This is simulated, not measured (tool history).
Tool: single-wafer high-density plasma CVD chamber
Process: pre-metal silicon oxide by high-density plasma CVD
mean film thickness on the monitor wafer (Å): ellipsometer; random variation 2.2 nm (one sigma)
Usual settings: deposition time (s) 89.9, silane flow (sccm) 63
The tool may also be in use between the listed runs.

| run | hour | deposition time (s) | silane flow (sccm) | wafers since the last listed run | hours since the silane flow controller was replaced | hours since the gauge calibration | read-back reference wafer on the same gauge, thickness_nm | mean film thickness on the monitor wafer (Å) |
|---|---|---|---|---|---|---|---|---|
| 1 | 0.0 | 89.9 | 55 | 0 | 3038.1 | 566.0 | 464.190 | 4949.64 |
| 2 | 68.0 | 102.2 | 63 | 1292 | 3106.1 | 634.0 | 463.749 | 6419.79 |
| 3 | 114.4 | 102.2 | 63 | 881 | 3152.5 | 680.4 | 463.465 | 6425.54 |
| 4 | 158.9 | 102.2 | 63 | 845 | 3197.0 | 724.9 | 463.510 | 6431.28 |
| 5 | 190.4 | 83.6 | 63 | 598 | 3228.5 | 756.4 | 465.074 | 5292.58 |
| 6 | 223.6 | 83.6 | 63 | 630 | 3261.7 | 789.6 | 463.872 | 5258.80 |
| 7 | 273.0 | 83.6 | 63 | 938 | 3311.1 | 839.0 | 465.057 | 5271.62 |
| 8 | 306.0 | 89.9 | 63 | 627 | 3344.1 | 872.0 | 463.355 | 5701.17 |
| 9 | 373.2 | 89.9 | 63 | 1277 | 3411.3 | 939.2 | 463.902 | 5646.86 |
| 10 | 420.8 | 89.9 | 63 | 904 | 3458.9 | 986.8 | 464.615 | 5632.03 |
| 11 | 469.8 | 89.9 | 63 | 931 | 3507.9 | 1035.8 | 463.919 | 5691.48 |
| 12 | 529.1 | 89.9 | 63 | 1126 | 3567.2 | 1095.1 | 464.383 | 5676.93 |
| 13 | 576.7 | 89.9 | 63 | 904 | 3614.8 | 1142.7 | 464.250 | 5661.42 |
| 14 | 623.5 | 89.9 | 63 | 889 | 3661.6 | 1189.5 | 463.109 | 5680.30 |
| 15 | 659.2 | 107.2 | 73 | 678 | 3697.3 | 1225.2 | 464.430 | 7771.16 |
| 16 | 708.5 | 89.9 | 63 | 936 | 3746.6 | 1274.5 | 464.502 | 5667.52 |
| 17 | 742.7 | 84.1 | 68 | 649 | 3780.8 | 1308.7 | 464.402 | 5758.03 |
| 18 | 787.3 | 75.9 | 75 | 847 | 3825.4 | 1353.3 | 464.079 | 5693.25 |
| 19 | 841.4 | 89.9 | 63 | 1028 | 3879.5 | 1407.4 | 464.606 | 5680.82 |
| 20 | 909.0 | 78.0 | 57 | 1284 | 3947.1 | 1475.0 | 463.755 | 4488.87 |
| 21 | 955.4 | 80.4 | 73 | 881 | 3993.5 | 1521.4 | 464.319 | 5825.43 |

The next listed run, before its measurement:
| 22 | 988.8 | 102.1 | 57 | 634 | 4026.9 | 1554.8 | ? | ? |

read-back reference wafer on the same gauge, thickness_nm: 464.252
mean film thickness on the monitor wafer (Å): 5886.17
Without the tool's hidden state the same run would have given mean film thickness on the monitor wafer (Å) 5639.91.

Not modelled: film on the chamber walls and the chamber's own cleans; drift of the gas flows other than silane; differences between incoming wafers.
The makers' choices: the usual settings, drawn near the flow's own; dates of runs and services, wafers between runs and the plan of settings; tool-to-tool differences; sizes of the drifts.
